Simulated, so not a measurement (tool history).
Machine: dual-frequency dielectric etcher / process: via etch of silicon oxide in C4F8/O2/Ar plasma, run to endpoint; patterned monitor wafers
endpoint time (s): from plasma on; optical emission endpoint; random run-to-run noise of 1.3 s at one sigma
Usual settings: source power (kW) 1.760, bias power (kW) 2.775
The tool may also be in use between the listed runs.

run	hour	source power (kW)	bias power (kW)	wafers since the last listed run	hours since the last wet clean	hours since the last source power generator calibration	hours since the last bias power generator calibration	hours since the last upper electrode change	incoming incoming film thickness, nm	endpoint time (s)
1	0.0	1.760	2.775	0	349.4	974.8	3094.3	2493.3	1476.0	257.5
2	52.8	1.760	2.775	196	402.2	1027.6	3147.1	2546.1	1463.1	258.4
3	103.7	1.760	2.775	189	453.1	1078.5	3198.0	2597.0	1481.4	257.1
# hour 150.5: wet clean of the chamber
4	151.0	1.760	2.775	86	0.5	1125.8	3245.3	2644.3	1469.5	261.9
5	182.4	1.760	2.775	116	31.9	1157.2	3276.7	2675.7	1483.9	267.1
6	243.6	1.670	3.125	227	93.1	1218.4	3337.9	2736.9	1463.7	258.9
7	305.4	1.980	2.454	229	154.9	1280.2	3399.7	2798.7	1471.6	254.0
8	367.7	1.980	2.454	231	217.2	1342.5	3462.0	2861.0	1484.0	255.6
9	423.9	1.760	2.775	208	273.4	1398.7	3518.2	2917.2	1494.5	261.8
# hour 595.0: upper electrode replaced
10	595.5	1.760	2.775	548	445.0	1570.3	3689.8	0.5	1495.0	259.9
11	623.6	1.760	2.775	104	473.1	1598.4	3717.9	28.6	1473.6	255.7
# hour 688.2: wet clean of the chamber
12	692.5	1.760	2.775	166	4.3	1667.3	3786.8	97.5	1470.0	261.4
13	741.7	1.760	2.775	182	53.5	1716.5	3836.0	146.7	1474.4	264.7
# hour 774.6: bias power generator calibrated
14	780.5	1.990	2.775	129	92.3	1755.3	5.9	185.5	1483.1	248.2
15	841.8	1.990	2.775	227	153.6	1816.6	67.2	246.8	1471.1	243.7
16	882.6	1.590	2.143	151	194.4	1857.4	108.0	287.6	1495.3	300.8
17	933.4	2.190	3.354	188	245.2	1908.2	158.8	338.4	1471.4	219.4
# hour 939.3: source power generator calibrated
18	992.6	1.640	3.069	205	304.4	53.3	218.0	397.6	1481.9	267.9
19	1037.0	2.150	2.775	165	348.8	97.7	262.4	442.0	1483.4	238.9
20	1075.5	1.430	2.360	143	387.3	136.2	300.9	480.5	1486.9	312.1
21	1104.3	1.760	2.775	107	416.1	165.0	329.7	509.3	1465.7	260.8

For run 22, what comes out?
22	1162.7	1.640	3.069	217	474.5	223.4	388.1	567.7	1466.5	?

Logged for run 22: endpoint time (s) 262.8.
With no hidden state in the tool, this same run would have given endpoint time (s) 271.8.
